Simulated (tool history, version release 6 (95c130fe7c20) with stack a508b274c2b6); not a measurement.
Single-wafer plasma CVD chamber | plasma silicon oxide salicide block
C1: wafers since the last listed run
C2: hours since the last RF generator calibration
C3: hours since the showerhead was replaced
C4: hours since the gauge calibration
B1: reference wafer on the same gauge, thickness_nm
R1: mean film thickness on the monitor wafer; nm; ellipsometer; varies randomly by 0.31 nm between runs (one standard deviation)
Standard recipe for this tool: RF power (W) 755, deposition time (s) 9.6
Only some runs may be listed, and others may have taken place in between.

Run 1, hour 0: usual settings but RF power (W) 845, deposition time (s) 8.27; C1 0; C2 1140.9; C3 4957; C4 58.1; B1 93.028. Result: R1 97.828 nm.
Run 2, hour 66.1: usual settings; C1 3547; C2 1207; C3 5023.1; C4 124.2; B1 93.004. Result: R1 110.203 nm.
Run 3, hour 111.5: usual settings but RF power (W) 815; C1 2436; C2 1252.4; C3 5068.5; C4 169.6; B1 92.975. Result: R1 112.327 nm.
Run 4, hour 162.8: usual settings but RF power (W) 815; C1 2753; C2 1303.7; C3 5119.8; C4 220.9; B1 93.014. Result: R1 111.674 nm.
Run 5, hour 193.7: usual settings but RF power (W) 815; C1 1658; C2 1334.6; C3 5150.7; C4 251.8; B1 92.984. Result: R1 112.181 nm.
Run 6, hour 264: usual settings; C1 3772; C2 1404.9; C3 5221; C4 322.1; B1 92.968. Result: R1 109.359 nm.
Run 7, hour 330.5: usual settings; C1 3568; C2 1471.4; C3 5287.5; C4 388.6; B1 92.977. Result: R1 109.568 nm.
At hour 374.8: RF generator calibrated.
Run 8, hour 390.7: usual settings; C1 2801; C2 15.9; C3 5347.7; C4 448.8; B1 93.025. Result: R1 111.334 nm.
Run 9, hour 461.2: usual settings but RF power (W) 855; C1 3783; C2 86.4; C3 5418.2; C4 519.3; B1 93.021. Result: R1 114.912 nm.
Run 10, hour 529.6: usual settings but RF power (W) 890; C1 3670; C2 154.8; C3 5486.6; C4 587.7; B1 92.986. Result: R1 117.167 nm.
At hour 590.8: gauge calibrated.
At hour 705.7: showerhead replaced.
Run 11, hour 712.3: usual settings but deposition time (s) 10.33; C1 9375; C2 337.5; C3 6.6; C4 121.5; B1 92.974. Result: R1 118.86 nm.

Run 12 comes next. What will it give?
Run 12, hour 750.2: usual settings; C1 2033; C2 375.4; C3 44.5; C4 159.4; B1 ?. Result: R1 ?.

{"run 12": {"B1": 93.059, "R1": 111.435}}
Without the tool's hidden state the same run would have given R1 111.87 nm.
